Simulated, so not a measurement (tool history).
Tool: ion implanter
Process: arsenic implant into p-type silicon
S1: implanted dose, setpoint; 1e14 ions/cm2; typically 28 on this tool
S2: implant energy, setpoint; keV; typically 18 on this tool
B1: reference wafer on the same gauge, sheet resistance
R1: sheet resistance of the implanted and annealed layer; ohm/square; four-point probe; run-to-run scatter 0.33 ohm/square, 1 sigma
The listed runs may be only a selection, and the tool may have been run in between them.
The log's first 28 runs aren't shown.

| run | hour | S1 | S2 | B1 | R1 |
|---|---|---|---|---|---|
| 29 | 331.4 | 19.8 | 14 | 101.05 | 115.93 |
| 30 | 345.7 | 28 | 18 | 100.97 | 102.69 |
| 31 | 359.5 | 30.72 | 14.5 | 101.05 | 109.12 |
| 32 | 373.4 | 35.06 | 15.5 | 101.03 | 105.13 |
| 33 | 381.7 | 22.59 | 23 | 101.01 | 95.06 |
| 34 | 388.4 | 36.31 | 20 | 101.05 | 95.06 |
| 35 | 400 | 34.19 | 20.5 | 100.95 | 94.87 |
| 36 | 415.1 | 28 | 18 | 101 | 102.47 |
| 37 | 428.1 | 28 | 12.5 | 101.06 | 114.36 |

Here are 4 independent what-if runs from the current tool condition. What would each one return?
| A | 428.5 | 33.16 | 18 | ? | ? |
| B | 428.5 | 34.15 | 13 | ? | ? |
| C | 428.5 | 22.89 | 13.5 | ? | ? |
| D | 428.5 | 21.09 | 20.5 | ? | ? |

| run | B1 | R1 |
|---|---|---|
| A | 101.23 | 99.79 |
| B | 101.23 | 110.21 |
| C | 101.23 | 114.31 |
| D | 101.23 | 100.2 |
Without the tool's unlogged condition, the same runs would have read:
| run | R1 |
|---|---|
| A | 99.79 |
| B | 110.21 |
| C | 114.31 |
| D | 100.2 |
